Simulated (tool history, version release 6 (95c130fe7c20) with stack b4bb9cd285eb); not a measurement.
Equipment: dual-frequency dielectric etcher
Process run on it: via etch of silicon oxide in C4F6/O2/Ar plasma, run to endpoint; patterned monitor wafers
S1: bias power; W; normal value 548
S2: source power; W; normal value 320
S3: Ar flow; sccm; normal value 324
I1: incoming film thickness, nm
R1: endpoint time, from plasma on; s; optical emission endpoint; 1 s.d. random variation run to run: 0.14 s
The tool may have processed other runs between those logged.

run     day   S1   S2   S3     I1    R1
  1   0.000  548  320  324  114.6  25.0
  2   0.858  548  320  324  114.1  25.0
      4.133  -- upper electrode replaced
      4.262  -- wet clean of the chamber
  3   4.321  548  320  324  114.5  22.5
  4   4.992  490  320  324  112.9  23.2
      6.012  -- Ar flow controller replaced
  5   6.146  548  320  295  114.7  22.2
  6   6.925  548  320  295  114.8  22.3
  7   8.400  548  320  295  113.4  22.0
  8   8.967  665  390  324  113.2  18.8
  9  10.029  676  320  324  113.2  20.8
 10  11.008  548  320  324  113.5  22.5
 11  12.012  595  270  377  113.2  24.4
 12  13.400  548  320  324  113.0  22.3
 13  13.975  548  320  324  114.2  22.6
 14  15.100  598  300  324  113.1  22.5
     15.350  -- bias power generator calibrated
     15.588  -- source power generator calibrated
     16.112  -- wet clean of the chamber, repeated, since the last time left the tool worse
 15  16.200  445  270  260  114.1  27.5
 16  16.775  548  320  324  114.6  24.2
 17  17.333  548  380  361  113.3  22.1
 18  18.342  548  260  350  113.3  27.4
 19  19.692  458  320  255  113.7  24.9
 20  20.433  548  320  395  113.1  24.7
 21  21.150  643  260  255  114.6  24.8
 22  22.271  624  270  260  114.2  24.6
 23  23.300  595  270  377  113.7  26.2
 24  23.854  548  320  324  113.3  24.0
 25  25.200  548  320  324  114.5  24.4
 26  26.000  548  290  351  112.3  25.6
 27  26.504  512  360  262  114.5  23.0
 28  27.562  655  390  392  112.6  21.2
 29  28.588  548  360  324  114.0  23.3
 30  29.429  548  260  247  113.2  26.0

What the log doesn't show, run by run:
bias power that arrives over what is set, %: 0 at every run
source power that arrives over what is set, %: 0 at every run
Ar flow that arrives over what is set, %: 0 at every run
H1: etch rate over this chamber's usual, %
run      H1
  1   -3.36
  2   -3.49
  3    6.92
  4    6.81
  5    6.62
  6     6.5
  7    6.26
  8    6.17
  9       6
 10    5.85
 11    5.69
 12    5.47
 13    5.37
 14    5.19
 15    -0.4
 16  -0.492
 17  -0.581
 18  -0.742
 19  -0.958
 20   -1.08
 21   -1.19
 22   -1.37
 23   -1.53
 24   -1.62
 25   -1.84
 26   -1.97
 27   -2.05
 28   -2.21
 29   -2.38
 30   -2.51

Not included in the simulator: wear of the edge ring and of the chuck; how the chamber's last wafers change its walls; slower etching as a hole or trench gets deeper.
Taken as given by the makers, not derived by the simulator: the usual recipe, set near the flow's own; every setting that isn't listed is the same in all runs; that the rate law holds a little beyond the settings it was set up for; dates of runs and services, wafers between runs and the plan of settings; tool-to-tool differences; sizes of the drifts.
